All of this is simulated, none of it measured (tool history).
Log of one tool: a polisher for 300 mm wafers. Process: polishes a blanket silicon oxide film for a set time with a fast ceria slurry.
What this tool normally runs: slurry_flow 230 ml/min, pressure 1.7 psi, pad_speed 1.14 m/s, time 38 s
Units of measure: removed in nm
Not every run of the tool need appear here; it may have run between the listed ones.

run,hour,slurry_flow,pressure,pad_speed,time,wafers since the last listed run,wafers polished on this pad,hours since the slurry nozzle was cleaned,hours since the head pressure was calibrated,"incoming thickness of the incoming film, nm",removed
1,0.0,230,1.7,1.14,38,0,2108,275.0,408.8,1657.4,395.6
2,49.9,230,2.0,1.14,38,792,2901,324.9,458.7,1687.9,459.4
3,80.7,230,2.0,1.14,38,489,3390,355.7,489.5,1694.9,450.7
4,118.4,230,1.7,1.14,38,598,3989,393.4,527.2,1637.7,395.1
5,185.9,230,1.7,1.14,33,1072,5061,460.9,594.7,1644.9,342.4
6,239.9,230,1.7,1.14,33,857,5919,514.9,648.7,1700.3,342.2
# hour 248.9: worn pad replaced by a new one
7,277.8,230,1.7,1.14,33,538,459,552.8,686.6,1687.2,347.4
8,428.6,230,1.7,1.42,38,2395,2855,703.6,837.4,1687.5,494.5
9,484.4,230,1.7,1.42,38,886,3741,759.4,893.2,1671.2,492.2
10,515.4,230,1.7,1.42,38,492,4234,790.4,924.2,1664.1,487.2
11,576.2,230,1.7,1.14,38,965,5200,851.2,985.0,1687.8,399.4
12,645.7,230,1.7,1.14,38,1104,6304,920.7,1054.5,1674.7,391.0
# hour 653.7: slurry nozzle cleaned
# hour 670.6: worn pad replaced by a new one
13,687.3,230,1.7,1.14,38,581,264,33.6,1096.1,1663.6,395.6
14,727.1,285,1.7,1.14,38,632,896,73.4,1135.9,1653.6,399.9
# hour 740.4: head pressure recalibrated
15,764.7,230,1.7,1.14,38,565,1462,111.0,24.3,1644.3,405.3
16,797.4,230,1.7,1.14,38,519,1981,143.7,57.0,1693.5,393.2
17,840.3,230,1.7,1.14,38,681,2663,186.6,99.9,1660.4,391.9
18,866.5,165,2.3,1.14,38,416,3079,212.8,126.1,1664.7,496.2
19,900.6,300,1.5,1.02,44,541,3621,246.9,160.2,1692.8,381.7
20,935.5,300,1.7,0.76,38,554,4175,281.8,195.1,1675.2,271.7
21,984.3,180,2.1,0.84,30,775,4951,330.6,243.9,1647.9,269.6
22,1041.0,230,1.7,1.14,38,900,5851,387.3,300.6,1668.4,402.3
23,1069.5,230,1.7,1.14,38,452,6304,415.8,329.1,1650.3,400.9
# hour 1116.2: worn pad replaced by a new one
24,1116.7,305,1.7,1.14,38,686,8,463.0,376.3,1640.8,403.4

What does the tool deliver on the next run?
25,1182.4,230,1.7,1.14,38,1043,1052,528.7,442.0,1697.8,?

{"run 25": {"removed": 393.2}}
Were there no unlogged condition in the tool, this run, its random variation unchanged, would have produced removed 393.2 nm.

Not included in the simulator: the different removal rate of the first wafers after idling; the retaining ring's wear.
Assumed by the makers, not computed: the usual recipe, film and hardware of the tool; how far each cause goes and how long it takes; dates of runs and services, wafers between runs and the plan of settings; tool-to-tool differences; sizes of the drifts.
